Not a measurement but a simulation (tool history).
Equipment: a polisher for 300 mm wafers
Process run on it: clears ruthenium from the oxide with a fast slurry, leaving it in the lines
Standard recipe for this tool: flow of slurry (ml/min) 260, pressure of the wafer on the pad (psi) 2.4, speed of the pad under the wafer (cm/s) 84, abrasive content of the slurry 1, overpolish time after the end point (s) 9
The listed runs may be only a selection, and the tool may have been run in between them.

run,day,flow of slurry (ml/min),pressure of the wafer on the pad (psi),speed of the pad under the wafer (cm/s),abrasive content of the slurry,overpolish time after the end point (s),"incoming thickness of the incoming film, nm",time until the end point was called (s),dishing of a wide line in a test structure (angstrom)
1,0,240,2.4,84,1,9,237,107,171
2,1.117,240,2.4,84,1,9,244.6,108.5,177
# day 1.517: slurry nozzle cleaned
# day 3.5: head pressure recalibrated
# day 3.783: slurry blender recalibrated
3,4.088,260,2.9,66,1,9,244,103.6,186
# day 5.9: worn pad replaced by a new one
4,9.717,260,2.9,66,1,9,239.5,100.3,187
5,10.783,260,2.4,84,1,9,238.9,97.8,191
6,13.433,195,2.4,84,1,9,241.1,104.1,189
7,15.617,260,2.4,84,1.1,9,241,97.2,197
8,17.471,260,2.9,66,1,9,241.3,107.1,175
9,19.004,260,2.4,84,1,9,243.3,106.4,188
10,20.017,315,2.6,76,0.9,9,236.4,106.2,163
11,21.642,260,2.4,84,0.7,4,239.8,135.2,64
# day 22.608: slurry blender recalibrated
12,24.525,210,2.9,84,0.7,9,240.4,125.8,155
# day 25.725: head pressure recalibrated
# day 25.808: worn pad replaced by a new one
13,26.871,325,2,84,1,9,235.3,97.4,189
14,28.742,260,2.4,58,1,5,239.1,118.8,93
15,29.908,260,2.4,70,0.75,7,238.2,134.1,113
# day 32.967: slurry nozzle cleaned
16,33.975,260,2.4,84,1,9,240.6,99.3,193
17,36.792,300,2.4,84,0.7,9,242.3,136.1,149
18,39.621,260,2.4,84,0.9,9,238.8,112.5,170
19,40.862,260,1.9,84,1,11,242.9,121.7,202
# day 42.229: slurry blender recalibrated
20,43.004,260,2.4,74,1,9,241.6,118.3,166
21,44.804,260,2.4,112,0.85,9,241.2,99,199
# day 45.825: worn pad replaced by a new one
# day 46.071: head pressure recalibrated
22,47.375,340,2.4,84,1,14,238.9,89.2,297
23,49.246,215,2.4,84,1,9,240.1,97.7,192
24,50.362,260,2.4,84,1,9,239.9,98.3,195
25,53.321,260,2.4,84,1,9,243.2,102.1,194
26,55.892,260,2.4,84,1,9,241.3,104.4,176
27,58.704,260,2.4,84,1,9,240.8,105,185

Predict each of these 5 candidate next runs independently; none follows another, all start after run 27:
A,58.725,260,2.4,84,1,9,239.6,?,?
B,58.725,260,2.4,104,1,9,239.6,?,?
C,58.725,225,2.4,84,1,9,239.6,?,?
D,58.725,310,1.8,84,0.8,5,239.6,?,?
E,58.725,260,1.9,84,1,9,239.6,?,?

run,time until the end point was called (s),dishing of a wide line in a test structure (angstrom)
A,107,180
B,92.6,206
C,108.5,178
D,144.4,77
E,122.3,159
Without the tool's unlogged condition, the same runs would have read:
run,time until the end point was called (s),dishing of a wide line in a test structure (angstrom)
A,89.9,212
B,77.8,242
C,91.1,209
D,121.3,91
E,102.7,187

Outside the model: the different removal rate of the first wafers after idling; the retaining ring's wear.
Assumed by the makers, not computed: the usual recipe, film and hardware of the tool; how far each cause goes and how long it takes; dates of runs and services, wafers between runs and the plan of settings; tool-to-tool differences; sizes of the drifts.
